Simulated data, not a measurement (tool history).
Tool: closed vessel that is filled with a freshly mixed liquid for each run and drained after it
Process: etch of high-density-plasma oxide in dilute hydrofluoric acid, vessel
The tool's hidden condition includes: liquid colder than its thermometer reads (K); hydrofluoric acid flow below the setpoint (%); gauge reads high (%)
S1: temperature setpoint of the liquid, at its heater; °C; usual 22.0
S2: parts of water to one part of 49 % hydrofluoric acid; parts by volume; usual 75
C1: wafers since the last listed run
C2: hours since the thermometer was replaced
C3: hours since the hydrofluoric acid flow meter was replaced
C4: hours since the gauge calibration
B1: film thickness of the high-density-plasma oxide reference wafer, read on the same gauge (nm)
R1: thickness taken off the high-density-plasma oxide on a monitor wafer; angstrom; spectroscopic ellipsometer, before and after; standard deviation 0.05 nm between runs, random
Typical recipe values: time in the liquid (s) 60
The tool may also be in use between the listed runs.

Run 1, day 0.000: usual settings but S2 100 parts by volume, time in the liquid (s) 45; C1 0; C2 557.1; C3 563.2; C4 889.1; B1 80.017. Result: R1 27.45 angstrom.
At day 0.429: hydrofluoric acid flow meter replaced.
Run 2, day 3.608: usual settings but S2 50 parts by volume; C1 5611; C2 643.7; C3 76.3; C4 975.7; B1 80.018. Result: R1 76.50 angstrom.
Run 3, day 6.617: usual settings but S2 50 parts by volume; C1 4733; C2 715.9; C3 148.5; C4 1047.9; B1 80.000. Result: R1 78.17 angstrom.
Run 4, day 19.517: usual settings; C1 20297; C2 1025.5; C3 458.1; C4 1357.5; B1 79.993. Result: R1 49.53 angstrom.
Run 5, day 21.583: usual settings; C1 3251; C2 1075.1; C3 507.7; C4 1407.1; B1 79.990. Result: R1 50.31 angstrom.
Run 6, day 24.058: usual settings; C1 3894; C2 1134.5; C3 567.1; C4 1466.5; B1 80.004. Result: R1 50.29 angstrom.
At day 25.825: hydrofluoric acid flow meter replaced.
Run 7, day 26.562: usual settings; C1 3874; C2 1194.6; C3 17.7; C4 1526.6; B1 80.010. Result: R1 49.71 angstrom.
Run 8, day 30.621: usual settings; C1 6385; C2 1292.0; C3 115.1; C4 1624.0; B1 79.999. Result: R1 49.85 angstrom.
Run 9, day 34.429: usual settings; C1 5992; C2 1383.4; C3 206.5; C4 1715.4; B1 80.009. Result: R1 49.89 angstrom.
At day 34.962: gauge calibrated.
Run 10, day 36.854: usual settings but S1 20.0 °C, S2 65 parts by volume; C1 3815; C2 1441.6; C3 264.7; C4 45.4; B1 80.002. Result: R1 53.66 angstrom.
Run 11, day 38.646: usual settings but S1 20.0 °C, S2 65 parts by volume; C1 2819; C2 1484.6; C3 307.7; C4 88.4; B1 80.017. Result: R1 53.92 angstrom.
Run 12, day 42.542: usual settings but S1 20.0 °C, S2 65 parts by volume; C1 6129; C2 1578.1; C3 401.2; C4 181.9; B1 79.989. Result: R1 53.58 angstrom.
Run 13, day 46.000: usual settings but S1 26.0 °C, S2 105 parts by volume, time in the liquid (s) 95; C1 5441; C2 1661.1; C3 484.2; C4 264.9; B1 80.019. Result: R1 63.88 angstrom.
At day 49.950: hydrofluoric acid flow meter replaced.
Run 14, day 56.675: usual settings; C1 16730; C2 1917.3; C3 161.4; C4 521.1; B1 79.986. Result: R1 49.97 angstrom.
At day 58.071: thermometer replaced.
Run 15, day 58.992: usual settings; C1 3579; C2 22.1; C3 217.0; C4 576.7; B1 79.998. Result: R1 50.17 angstrom.
Run 16, day 61.654: usual settings but time in the liquid (s) 75; C1 4189; C2 86.0; C3 280.9; C4 640.6; B1 80.001. Result: R1 62.67 angstrom.
Run 17, day 64.779: usual settings but S1 25.0 °C, S2 55 parts by volume, time in the liquid (s) 85; C1 4916; C2 161.0; C3 355.9; C4 715.6; B1 80.023. Result: R1 112.32 angstrom.
Run 18, day 67.238: usual settings but S1 18.0 °C, S2 40 parts by volume; C1 3868; C2 220.0; C3 414.9; C4 774.6; B1 80.030. Result: R1 81.96 angstrom.
Run 19, day 70.096: usual settings but S1 20.0 °C, S2 65 parts by volume; C1 4497; C2 288.6; C3 483.5; C4 843.2; B1 79.992. Result: R1 52.74 angstrom.
At day 72.433: hydrofluoric acid flow meter replaced.
Run 20, day 72.721: usual settings but time in the liquid (s) 45; C1 4064; C2 351.6; C3 6.9; C4 906.2; B1 79.984. Result: R1 37.67 angstrom.
Run 21, day 74.679: usual settings but S2 35 parts by volume, time in the liquid (s) 50; C1 3081; C2 398.6; C3 53.9; C4 953.2; B1 80.011. Result: R1 92.06 angstrom.
Run 22, day 85.000: usual settings but S1 23.5 °C, time in the liquid (s) 45; C1 16239; C2 646.3; C3 301.6; C4 1200.9; B1 79.968. Result: R1 39.14 angstrom.
Run 23, day 90.621: usual settings but S1 20.0 °C, S2 40 parts by volume, time in the liquid (s) 40; C1 8844; C2 781.2; C3 436.5; C4 1335.8; B1 80.042. Result: R1 60.57 angstrom.
At day 92.542: hydrofluoric acid flow meter replaced.
Run 24, day 93.217: usual settings but S1 24.5 °C, S2 100 parts by volume; C1 4018; C2 843.5; C3 16.2; C4 1398.1; B1 79.987. Result: R1 40.51 angstrom.

4 options for the next run, each taken on its own from the tool as it stands now. Forecast them:
Run A, day 93.246: usual settings; C1 45; C2 844.2; C3 16.9; C4 1398.8; B1 ?. Result: R1 ?.
Run B, day 93.246: usual settings but S2 110 parts by volume, time in the liquid (s) 85; C1 45; C2 844.2; C3 16.9; C4 1398.8; B1 ?. Result: R1 ?.
Run C, day 93.246: usual settings but time in the liquid (s) 80; C1 45; C2 844.2; C3 16.9; C4 1398.8; B1 ?. Result: R1 ?.
Run D, day 93.246: usual settings but S1 19.5 °C, S2 90 parts by volume; C1 45; C2 844.2; C3 16.9; C4 1398.8; B1 ?. Result: R1 ?.

run      B1     R1
  A  79.991  50.07
  B  79.991  46.40
  C  79.991  66.77
  D  79.991  36.98
With the hidden condition removed and each run's random variation left untouched, the same runs would have given:
run     R1
  A  50.07
  B  46.40
  C  66.77
  D  36.98
